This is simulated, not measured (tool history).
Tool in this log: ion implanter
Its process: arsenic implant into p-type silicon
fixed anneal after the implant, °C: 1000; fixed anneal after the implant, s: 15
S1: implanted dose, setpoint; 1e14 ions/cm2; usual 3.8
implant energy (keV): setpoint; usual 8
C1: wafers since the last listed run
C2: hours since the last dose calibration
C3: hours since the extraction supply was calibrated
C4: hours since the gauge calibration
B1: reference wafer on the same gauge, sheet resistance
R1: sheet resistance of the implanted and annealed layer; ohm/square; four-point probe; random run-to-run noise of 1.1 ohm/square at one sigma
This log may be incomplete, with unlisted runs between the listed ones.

{"run": 1, "hour": 0.0, "S1": 3.8, "implant energy (keV)": 8, "C1": 0, "C2": 127.5, "C3": 3249.5, "C4": 41.5, "B1": 308.02, "R1": 283.33}
{"run": 2, "hour": 33.8, "S1": 3.8, "implant energy (keV)": 8, "C1": 913, "C2": 161.3, "C3": 3283.3, "C4": 75.3, "B1": 307.78, "R1": 282.92}
{"run": 3, "hour": 57.0, "S1": 3.8, "implant energy (keV)": 8, "C1": 626, "C2": 184.5, "C3": 3306.5, "C4": 98.5, "B1": 307.81, "R1": 282.63}
{"run": 4, "hour": 70.8, "S1": 3.8, "implant energy (keV)": 8, "C1": 372, "C2": 198.3, "C3": 3320.3, "C4": 112.3, "B1": 307.87, "R1": 281.12}
{"run": 5, "hour": 94.7, "S1": 3.07, "implant energy (keV)": 9.5, "C1": 645, "C2": 222.2, "C3": 3344.2, "C4": 136.2, "B1": 307.8, "R1": 322.27}
{"run": 6, "hour": 126.0, "S1": 3.07, "implant energy (keV)": 9.5, "C1": 845, "C2": 253.5, "C3": 3375.5, "C4": 167.5, "B1": 308.24, "R1": 324.35}
{"run": 7, "hour": 139.5, "S1": 3.07, "implant energy (keV)": 9.5, "C1": 364, "C2": 267, "C3": 3389, "C4": 181, "B1": 307.86, "R1": 325.19}
{"run": 8, "hour": 157.0, "S1": 3.8, "implant energy (keV)": 8, "C1": 472, "C2": 284.5, "C3": 3406.5, "C4": 198.5, "B1": 308.04, "R1": 282.06}
{"run": 9, "hour": 187.9, "S1": 3.2, "implant energy (keV)": 9, "C1": 834, "C2": 315.4, "C3": 3437.4, "C4": 229.4, "B1": 308.3, "R1": 314.85}
{"run": 10, "hour": 209.6, "S1": 4.16, "implant energy (keV)": 8, "C1": 586, "C2": 337.1, "C3": 3459.1, "C4": 251.1, "B1": 307.72, "R1": 263.53}
{"run": 11, "hour": 225.5, "S1": 4.16, "implant energy (keV)": 8, "C1": 429, "C2": 353, "C3": 3475, "C4": 267, "B1": 307.62, "R1": 264.24}
{"hour": 260.7, "done": "extraction supply calibrated"}
{"run": 12, "hour": 261.2, "S1": 4.31, "implant energy (keV)": 9.5, "C1": 748, "C2": 388.7, "C3": 0.5, "C4": 302.7, "B1": 308.08, "R1": 251.85}
{"run": 13, "hour": 267.2, "S1": 4.31, "implant energy (keV)": 9.5, "C1": 162, "C2": 394.7, "C3": 6.5, "C4": 308.7, "B1": 308.47, "R1": 251.16}
{"run": 14, "hour": 302.3, "S1": 3.8, "implant energy (keV)": 8, "C1": 948, "C2": 429.8, "C3": 41.6, "C4": 343.8, "B1": 307.99, "R1": 280.2}
{"run": 15, "hour": 317.5, "S1": 3.8, "implant energy (keV)": 8, "C1": 410, "C2": 445, "C3": 56.8, "C4": 359, "B1": 307.51, "R1": 278.97}
{"hour": 333.2, "done": "Faraday cup replaced and dose calibrated"}
{"run": 16, "hour": 338.2, "S1": 3.8, "implant energy (keV)": 8, "C1": 343, "C2": 5, "C3": 77.5, "C4": 379.7, "B1": 308.11, "R1": 284.46}
{"run": 17, "hour": 355.0, "S1": 3.8, "implant energy (keV)": 8, "C1": 453, "C2": 21.8, "C3": 94.3, "C4": 396.5, "B1": 307.62, "R1": 283.34}
{"run": 18, "hour": 390.4, "S1": 3.5, "implant energy (keV)": 7, "C1": 956, "C2": 57.2, "C3": 129.7, "C4": 431.9, "B1": 307.99, "R1": 304.47}
{"run": 19, "hour": 415.8, "S1": 3.8, "implant energy (keV)": 10, "C1": 686, "C2": 82.6, "C3": 155.1, "C4": 457.3, "B1": 307.75, "R1": 277.87}
{"run": 20, "hour": 450.1, "S1": 4.81, "implant energy (keV)": 5.5, "C1": 926, "C2": 116.9, "C3": 189.4, "C4": 491.6, "B1": 307.86, "R1": 250.18}
{"run": 21, "hour": 466.7, "S1": 4.23, "implant energy (keV)": 8, "C1": 448, "C2": 133.5, "C3": 206, "C4": 508.2, "B1": 308.01, "R1": 262.24}
{"run": 22, "hour": 483.0, "S1": 4.74, "implant energy (keV)": 6, "C1": 440, "C2": 149.8, "C3": 222.3, "C4": 524.5, "B1": 307.82, "R1": 249.04}
{"run": 23, "hour": 507.4, "S1": 2.75, "implant energy (keV)": 9, "C1": 659, "C2": 174.2, "C3": 246.7, "C4": 548.9, "B1": 307.93, "R1": 355.4}
{"run": 24, "hour": 523.9, "S1": 2.83, "implant energy (keV)": 6.5, "C1": 445, "C2": 190.7, "C3": 263.2, "C4": 565.4, "B1": 308.06, "R1": 359.73}
{"run": 25, "hour": 556.5, "S1": 3.8, "implant energy (keV)": 8, "C1": 880, "C2": 223.3, "C3": 295.8, "C4": 598, "B1": 307.84, "R1": 279.95}
{"run": 26, "hour": 573.9, "S1": 3.8, "implant energy (keV)": 8, "C1": 470, "C2": 240.7, "C3": 313.2, "C4": 615.4, "B1": 307.91, "R1": 281.14}
{"hour": 624.9, "done": "gauge calibrated"}
{"run": 27, "hour": 634.9, "S1": 2.97, "implant energy (keV)": 10, "C1": 1648, "C2": 301.7, "C3": 374.2, "C4": 10, "B1": 308.06, "R1": 327.93}
{"run": 28, "hour": 670.1, "S1": 3.19, "implant energy (keV)": 7, "C1": 951, "C2": 336.9, "C3": 409.4, "C4": 45.2, "B1": 308.19, "R1": 322.03}
{"run": 29, "hour": 698.0, "S1": 3.8, "implant energy (keV)": 8, "C1": 753, "C2": 364.8, "C3": 437.3, "C4": 73.1, "B1": 308.25, "R1": 278.63}
{"run": 30, "hour": 718.7, "S1": 3.14, "implant energy (keV)": 10, "C1": 559, "C2": 385.5, "C3": 458, "C4": 93.8, "B1": 308.08, "R1": 314.08}
{"run": 31, "hour": 751.3, "S1": 3.8, "implant energy (keV)": 8, "C1": 880, "C2": 418.1, "C3": 490.6, "C4": 126.4, "B1": 308.06, "R1": 280.15}
{"run": 32, "hour": 786.3, "S1": 3.8, "implant energy (keV)": 7, "C1": 945, "C2": 453.1, "C3": 525.6, "C4": 161.4, "B1": 308.21, "R1": 281.68}
{"hour": 799.5, "done": "Faraday cup replaced and dose calibrated"}
{"run": 33, "hour": 806.8, "S1": 3.2, "implant energy (keV)": 6.5, "C1": 337, "C2": 7.3, "C3": 546.1, "C4": 181.9, "B1": 307.68, "R1": 331.62}
{"run": 34, "hour": 832.9, "S1": 2.72, "implant energy (keV)": 9.5, "C1": 705, "C2": 33.4, "C3": 572.2, "C4": 208, "B1": 307.68, "R1": 358.72}

A few steps of R1 between consecutive runs. Split each: what settings, incoming material and random variation would produce without the hidden state, and what is left over for the hidden state, along with gauge scatter present in only one of the two compared results (measured, and without hidden state):
Hidden state present: deviation of the true dose from the Faraday cup's reading, %; deviation of the true energy from its setpoint, %; gauge reads high (%).
Run 9 -> 10: S1 3.2 -> 4.16, implant energy (keV) 9 -> 8. R1 -51.32 ohm/square: hidden state +0.81, all else -52.13.
Run 15 -> 16: Faraday cup replaced and dose calibrated. R1 +5.49 ohm/square: hidden state +5.13, all else +0.36.
Run 22 -> 23: S1 4.74 -> 2.75, implant energy (keV) 6 -> 9. R1 +106.36 ohm/square: hidden state -1.96, all else +108.32.
Run 24 -> 25: S1 2.83 -> 3.8, implant energy (keV) 6.5 -> 8. R1 -79.78 ohm/square: hidden state +0.75, all else -80.53.
Run 32 -> 33: S1 3.8 -> 3.2, implant energy (keV) 7 -> 6.5, Faraday cup replaced and dose calibrated. R1 +49.94 ohm/square: hidden state +6.93, all else +43.01.

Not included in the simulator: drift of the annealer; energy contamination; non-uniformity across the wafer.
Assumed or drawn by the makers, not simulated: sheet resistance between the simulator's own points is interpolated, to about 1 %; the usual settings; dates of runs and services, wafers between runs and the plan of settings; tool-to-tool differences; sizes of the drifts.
